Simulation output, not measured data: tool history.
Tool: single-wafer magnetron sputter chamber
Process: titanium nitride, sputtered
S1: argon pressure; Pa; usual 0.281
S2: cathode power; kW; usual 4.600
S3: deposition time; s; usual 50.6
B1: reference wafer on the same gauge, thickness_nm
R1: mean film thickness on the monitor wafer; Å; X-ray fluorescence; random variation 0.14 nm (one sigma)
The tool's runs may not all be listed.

run,day,S1,S2,S3,B1,R1
1,0.000,0.281,4.600,50.6,50.678,420.93
2,2.454,0.281,4.600,50.6,50.704,420.96
3,5.912,0.281,5.100,50.6,50.698,463.54
# day 6.742: sputter target and shields replaced
# day 7.783: capacitance manometer re-zeroed and calibrated
4,9.692,0.281,5.100,50.6,50.708,476.24
5,13.571,0.281,5.100,50.6,50.703,475.11
6,17.996,0.319,4.600,45.7,50.682,382.40
7,21.171,0.329,3.900,50.6,50.724,352.07
8,23.971,0.333,3.750,50.6,50.700,337.72
9,26.525,0.281,3.750,50.6,50.723,341.79
# day 28.604: sputter target and shields replaced
10,38.204,0.281,3.750,50.6,50.716,349.26
11,39.846,0.281,3.750,50.6,50.673,348.90
12,44.112,0.194,4.600,50.6,50.690,439.10
13,47.625,0.194,4.600,50.6,50.664,439.43
# day 47.650: gauge calibrated
14,49.500,0.281,4.600,50.6,50.697,420.32
# day 53.188: sputter target and shields replaced
15,62.292,0.281,4.600,50.6,50.701,422.86
16,65.462,0.331,5.500,56.6,50.701,555.75
17,68.717,0.219,4.050,43.3,50.702,324.92
18,71.600,0.391,4.600,41.2,50.686,328.06
# day 74.408: magnet pack replaced
19,76.038,0.281,4.000,57.9,50.688,415.58
20,77.875,0.317,5.550,41.4,50.709,405.35
# day 78.350: sputter target and shields replaced
21,81.838,0.186,3.750,45.0,50.690,321.95
# day 85.642: capacitance manometer re-zeroed and calibrated
22,85.742,0.281,4.600,50.6,50.697,431.72
23,88.938,0.281,4.600,50.6,50.709,428.49
24,90.592,0.206,5.750,58.4,50.694,639.33
25,93.625,0.389,3.950,60.5,50.728,418.62
26,96.517,0.191,4.600,50.6,50.721,440.10
27,100.017,0.359,4.200,44.5,50.736,329.21
28,103.738,0.281,3.650,59.8,50.701,396.91
# day 104.304: sputter target and shields replaced
29,105.454,0.376,4.600,57.0,50.674,467.97
30,115.321,0.281,4.600,50.6,50.714,427.62

Run 31 comes next. What will it give?
31,117.929,0.281,5.600,43.0,?,?

B1: 50.705
R1: 438.87 Å
Without the tool's hidden state the same run would have given R1 449.60 Å.
